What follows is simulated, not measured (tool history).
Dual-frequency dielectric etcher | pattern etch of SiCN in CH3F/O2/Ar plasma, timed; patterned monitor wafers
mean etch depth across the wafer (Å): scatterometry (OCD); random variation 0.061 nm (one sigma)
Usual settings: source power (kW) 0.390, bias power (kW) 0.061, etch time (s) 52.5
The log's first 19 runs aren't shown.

| run | hour | source power (kW) | bias power (kW) | etch time (s) | read-back reference wafer on the same gauge, depth_nm | mean etch depth across the wafer (Å) |
|---|---|---|---|---|---|---|
| 20 | 543.9 | 0.460 | 0.061 | 52.5 | 18.29 | 212.7 |
| 21 | 570.8 | 0.390 | 0.061 | 52.5 | 18.29 | 200.2 |
|  | 604.3 | wet clean of the chamber |
| 22 | 606.7 | 0.390 | 0.061 | 39.0 | 18.29 | 143.7 |
| 23 | 633.2 | 0.450 | 0.049 | 44.5 | 18.29 | 162.3 |
| 24 | 664.3 | 0.350 | 0.065 | 52.5 | 18.30 | 191.1 |
| 25 | 695.8 | 0.300 | 0.071 | 52.5 | 18.30 | 185.7 |
| 26 | 716.9 | 0.430 | 0.072 | 67.5 | 18.31 | 274.9 |
| 27 | 736.7 | 0.390 | 0.061 | 52.5 | 18.29 | 196.3 |
| 28 | 771.8 | 0.320 | 0.076 | 42.0 | 18.32 | 157.8 |
| 29 | 790.8 | 0.390 | 0.069 | 61.5 | 18.31 | 239.2 |
| 30 | 877.8 | 0.390 | 0.068 | 52.5 | 18.29 | 206.3 |
| 31 | 910.3 | 0.340 | 0.061 | 52.5 | 18.32 | 189.4 |

Forecast each of these 3 alternatives for the next run:
| A | 910.7 | 0.390 | 0.071 | 52.5 | ? | ? |
| B | 910.7 | 0.390 | 0.061 | 47.5 | ? | ? |
| C | 910.7 | 0.310 | 0.061 | 52.5 | ? | ? |

| run | read-back reference wafer on the same gauge, depth_nm | mean etch depth across the wafer (Å) |
|---|---|---|
| A | 18.29 | 208.3 |
| B | 18.29 | 179.7 |
| C | 18.29 | 182.4 |
Without the tool's hidden state the same runs would have given:
| run | mean etch depth across the wafer (Å) |
|---|---|
| A | 199.9 |
| B | 172.4 |
| C | 175.0 |
